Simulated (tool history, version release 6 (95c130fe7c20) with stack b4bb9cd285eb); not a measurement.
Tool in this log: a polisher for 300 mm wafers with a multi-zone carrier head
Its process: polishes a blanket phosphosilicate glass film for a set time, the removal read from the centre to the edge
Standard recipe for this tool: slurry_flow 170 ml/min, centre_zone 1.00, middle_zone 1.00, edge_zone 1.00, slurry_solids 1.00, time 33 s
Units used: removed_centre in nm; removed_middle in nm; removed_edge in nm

| run | hour | slurry_flow | centre_zone | middle_zone | edge_zone | slurry_solids | time | incoming thickness of the incoming film, nm | removed_centre | removed_middle | removed_edge |
|---|---|---|---|---|---|---|---|---|---|---|---|
| 1 | 0.0 | 170 | 1.00 | 1.00 | 1.00 | 1.00 | 33 | 2339.8 | 386.3 | 417.3 | 420.8 |
| 2 | 13.1 | 170 | 1.00 | 1.00 | 1.00 | 1.00 | 33 | 2349.3 | 387.8 | 419.3 | 415.9 |
| 3 | 27.4 | 170 | 1.00 | 1.00 | 1.00 | 1.00 | 33 | 2341.6 | 385.6 | 415.8 | 419.4 |
| 4 | 40.8 | 170 | 1.00 | 1.00 | 1.00 | 1.00 | 33 | 2333.4 | 382.1 | 403.7 | 418.9 |
|  | 47.6 | worn pad replaced by a new one |
| 5 | 54.8 | 170 | 1.00 | 1.00 | 1.00 | 1.00 | 33 | 2365.8 | 381.1 | 417.1 | 416.3 |
| 6 | 61.2 | 170 | 1.00 | 1.00 | 1.00 | 0.75 | 33 | 2361.9 | 322.0 | 350.2 | 353.9 |
|  | 73.2 | carrier head's membrane replaced by a new one |
| 7 | 73.7 | 170 | 1.00 | 1.00 | 1.00 | 1.05 | 33 | 2320.0 | 389.7 | 413.1 | 427.7 |
| 8 | 79.7 | 170 | 1.00 | 1.00 | 1.00 | 1.00 | 33 | 2325.4 | 381.1 | 402.7 | 409.4 |
| 9 | 90.6 | 170 | 1.00 | 1.00 | 1.05 | 1.00 | 33 | 2319.4 | 375.9 | 406.5 | 428.7 |
| 10 | 104.0 | 170 | 1.00 | 1.00 | 1.05 | 1.00 | 33 | 2360.6 | 374.4 | 403.9 | 422.5 |
| 11 | 112.1 | 170 | 1.00 | 0.97 | 0.91 | 1.00 | 33 | 2335.1 | 372.0 | 389.2 | 397.7 |
| 12 | 129.6 | 150 | 1.00 | 1.00 | 1.00 | 1.00 | 33 | 2310.4 | 353.8 | 380.6 | 397.9 |
| 13 | 142.5 | 170 | 1.00 | 1.00 | 0.96 | 1.00 | 33 | 2336.1 | 369.7 | 406.1 | 391.0 |
|  | 144.5 | centre zone pressure recalibrated |
| 14 | 152.5 | 130 | 1.06 | 0.91 | 1.00 | 1.25 | 33 | 2356.2 | 387.6 | 375.8 | 433.8 |
|  | 154.7 | slurry nozzle cleaned |
|  | 167.7 | worn pad replaced by a new one |
| 15 | 168.2 | 170 | 0.90 | 1.07 | 0.94 | 1.00 | 38 | 2324.8 | 440.5 | 543.5 | 500.6 |
|  | 175.7 | edge zone pressure recalibrated |
| 16 | 176.2 | 170 | 1.00 | 1.00 | 1.00 | 1.20 | 45 | 2350.1 | 621.1 | 681.5 | 652.1 |
| 17 | 187.0 | 170 | 1.00 | 0.92 | 1.11 | 1.00 | 33 | 2327.0 | 416.7 | 421.5 | 466.0 |

Run 18 comes next. What will it give?
| 18 | 202.7 | 170 | 1.00 | 1.00 | 1.00 | 1.00 | 33 | 2326.1 | ? | ? | ? |

Run 18 yielded removed_centre 415.3 nm, removed_middle 451.4 nm, removed_edge 444.0 nm.
Without the tool's hidden state the same run would have given removed_centre 417.4 nm, removed_middle 453.5 nm, removed_edge 445.5 nm.
